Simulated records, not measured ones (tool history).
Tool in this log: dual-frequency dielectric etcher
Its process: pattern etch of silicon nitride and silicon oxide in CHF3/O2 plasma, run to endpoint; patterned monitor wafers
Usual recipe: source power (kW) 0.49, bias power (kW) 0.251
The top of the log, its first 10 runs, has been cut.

run,day,source power (kW),bias power (kW),"incoming incoming film thickness, nm",endpoint time (s)
11,13.538,0.53,0.251,204.1,131.1
12,14.383,0.55,0.251,205.2,129.8
13,15.529,0.55,0.2,202.2,139.6
14,16.196,0.49,0.251,204,132.5
# day 17.754: wet clean of the chamber
15,19.317,0.56,0.314,203.5,120
# day 21.388: upper electrode replaced, of another model than before
16,21.408,0.49,0.251,200.8,134.5
17,21.967,0.56,0.314,205.3,116.2
18,22.833,0.57,0.251,203,131.2
19,24.258,0.52,0.313,205.2,117.3
20,25.679,0.54,0.223,204.6,143.8
21,26.329,0.49,0.251,203.5,134.8
22,27.062,0.49,0.251,203.3,133.8
23,27.962,0.44,0.189,203.4,170.4
24,28.479,0.49,0.251,202.3,131.8
25,29.146,0.41,0.251,202.5,137.9
26,30.592,0.55,0.202,201.5,151.1
27,31.254,0.39,0.233,206.2,149.9
# day 33.058: wet clean of the chamber
28,33.079,0.4,0.225,205.1,156.9
29,33.125,0.41,0.31,202.9,125.4
30,34.05,0.49,0.251,204.2,138.8
31,35.304,0.59,0.206,203,151
32,35.95,0.49,0.251,202.6,135.8
33,36.938,0.57,0.283,204.4,121.9
34,38.304,0.41,0.293,203.5,128.3
35,39.596,0.41,0.229,204,150.4

Consider 4 possible next runs. They are alternatives, not a sequence: every one starts from the tool as it was left by run 35. What does each give?
A,39.617,0.46,0.251,201.7,?
B,39.617,0.4,0.302,201.7,?
C,39.617,0.57,0.305,201.7,?
D,39.617,0.42,0.273,201.7,?

run,endpoint time (s)
A,135.8
B,123.9
C,114.5
D,130.8
What these runs would have given with no unlogged condition in the tool:
run,endpoint time (s)
A,137.7
B,125.7
C,116.2
D,132.7
